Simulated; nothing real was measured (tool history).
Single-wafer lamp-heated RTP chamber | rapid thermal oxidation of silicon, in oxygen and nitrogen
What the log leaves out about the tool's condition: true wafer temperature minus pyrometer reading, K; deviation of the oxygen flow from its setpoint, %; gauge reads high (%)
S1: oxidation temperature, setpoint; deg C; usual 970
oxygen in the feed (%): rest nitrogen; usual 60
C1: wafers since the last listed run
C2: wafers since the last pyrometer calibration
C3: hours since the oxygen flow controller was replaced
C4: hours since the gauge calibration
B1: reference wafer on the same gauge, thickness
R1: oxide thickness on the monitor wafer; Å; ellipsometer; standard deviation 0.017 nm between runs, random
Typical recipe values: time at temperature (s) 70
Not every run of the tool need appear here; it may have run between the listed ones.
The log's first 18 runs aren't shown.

-- hour=1510.6 pyrometer window cleaned and pyrometer calibrated
-- hour=1557.1 gauge calibrated
run 19 hour=1669.9 | S1=948 time_at_temperature_(s)=36 oxygen_in_the_feed_(%)=60 | C1=2354 C2=1630 C3=1889 C4=112.8 | B1=3.679 | R1=31.79
run 20 hour=1760.1 | S1=1000 time_at_temperature_(s)=86 oxygen_in_the_feed_(%)=48 | C1=923 C2=2554 C3=1979.2 C4=203 | B1=3.68 | R1=57.23
run 21 hour=1797.3 | S1=970 time_at_temperature_(s)=84 oxygen_in_the_feed_(%)=60 | C1=380 C2=2935 C3=2016.4 C4=240.2 | B1=3.681 | R1=49.67
run 22 hour=1877.6 | S1=992 time_at_temperature_(s)=56 oxygen_in_the_feed_(%)=78 | C1=822 C2=3757 C3=2096.7 C4=320.5 | B1=3.678 | R1=53.32
-- hour=2024 oxygen flow controller replaced
run 23 hour=2089.7 | S1=942 time_at_temperature_(s)=70 oxygen_in_the_feed_(%)=60 | C1=2089 C2=5846 C3=65.7 C4=532.6 | B1=3.679 | R1=38.01
-- hour=2106.9 pyrometer window cleaned and pyrometer calibrated
run 24 hour=2378.1 | S1=970 time_at_temperature_(s)=70 oxygen_in_the_feed_(%)=43 | C1=2870 C2=2776 C3=354.1 C4=821 | B1=3.68 | R1=41.65
run 25 hour=2447.7 | S1=970 time_at_temperature_(s)=70 oxygen_in_the_feed_(%)=60 | C1=712 C2=3489 C3=423.7 C4=890.6 | B1=3.679 | R1=45.6
run 26 hour=2538.7 | S1=998 time_at_temperature_(s)=42 oxygen_in_the_feed_(%)=60 | C1=931 C2=4420 C3=514.7 C4=981.6 | B1=3.679 | R1=45.06
run 27 hour=2577.3 | S1=962 time_at_temperature_(s)=70 oxygen_in_the_feed_(%)=42 | C1=395 C2=4816 C3=553.3 C4=1020.2 | B1=3.682 | R1=39.12
run 28 hour=2650.4 | S1=1000 time_at_temperature_(s)=86 oxygen_in_the_feed_(%)=48 | C1=748 C2=5564 C3=626.4 C4=1093.3 | B1=3.681 | R1=57.31

What does the tool deliver on the next run?
run 29 hour=2687.5 | S1=981 time_at_temperature_(s)=70 oxygen_in_the_feed_(%)=38 | C1=379 C2=5944 C3=663.5 C4=1130.4 | B1=? | R1=?

Run 29 produced B1 3.685, R1 43.02 Å.
The same run, on a tool lacking any hidden state, would have yielded R1 43.02 Å.
